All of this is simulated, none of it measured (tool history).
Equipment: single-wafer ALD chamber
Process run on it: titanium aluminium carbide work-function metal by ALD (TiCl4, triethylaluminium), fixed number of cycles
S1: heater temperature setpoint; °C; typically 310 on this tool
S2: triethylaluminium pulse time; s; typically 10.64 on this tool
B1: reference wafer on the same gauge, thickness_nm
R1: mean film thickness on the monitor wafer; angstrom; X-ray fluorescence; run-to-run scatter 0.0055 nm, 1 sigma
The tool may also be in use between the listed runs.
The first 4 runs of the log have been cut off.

run	hour	S1	S2	B1	R1
5	159.5	310	9.59	2.366	20.37
# hour 178.7: triethylaluminium bottle replaced
6	390.9	310	8.16	2.366	18.71
7	496.8	310	8.16	2.37	18.62
8	682.9	310	8.16	2.371	18.03
# hour 734.9: thermocouple changed; heater temperature recalibrated
9	746.5	310	12.69	2.369	20.02
# hour 806.5: triethylaluminium bottle replaced, repeated, since the last time left the tool worse
10	807	310	12.69	2.37	21.34
# hour 846.6: gauge calibrated
11	882.2	297	12.41	2.369	20.25
12	953	319	10.64	2.366	21.66
13	1039.1	315	6.71	2.371	20.02
14	1103.5	317	14.48	2.368	21.87
15	1211.2	302	10.64	2.369	20.36
16	1317.2	310	10.64	2.367	20.9
# hour 1334.2: showerhead replaced
# hour 1383.8: triethylaluminium bottle replaced
17	1421.4	295	13.92	2.37	20.27
18	1473.6	310	10.64	2.372	20.99
19	1566	321	10.64	2.369	21.78
20	1650.2	324	13.6	2.369	22.48
21	1703.5	298	9.38	2.371	19.71
22	1741.1	321	6.58	2.37	20.19
23	1805.9	303	9.12	2.371	19.98
24	1843.3	306	8.13	2.37	19.75
# hour 1899.4: thermocouple changed; heater temperature recalibrated
25	1924.6	315	6.74	2.369	19.55
26	2015.1	310	10.64	2.37	20.54

Run 27 has not been measured yet. What should we expect?
27	2053.7	297	10.64	?	?

{"run 27": {"B1": 2.369, "R1": 19.59}}
With no hidden state in the tool, this same run would have given R1 20.07 angstrom.

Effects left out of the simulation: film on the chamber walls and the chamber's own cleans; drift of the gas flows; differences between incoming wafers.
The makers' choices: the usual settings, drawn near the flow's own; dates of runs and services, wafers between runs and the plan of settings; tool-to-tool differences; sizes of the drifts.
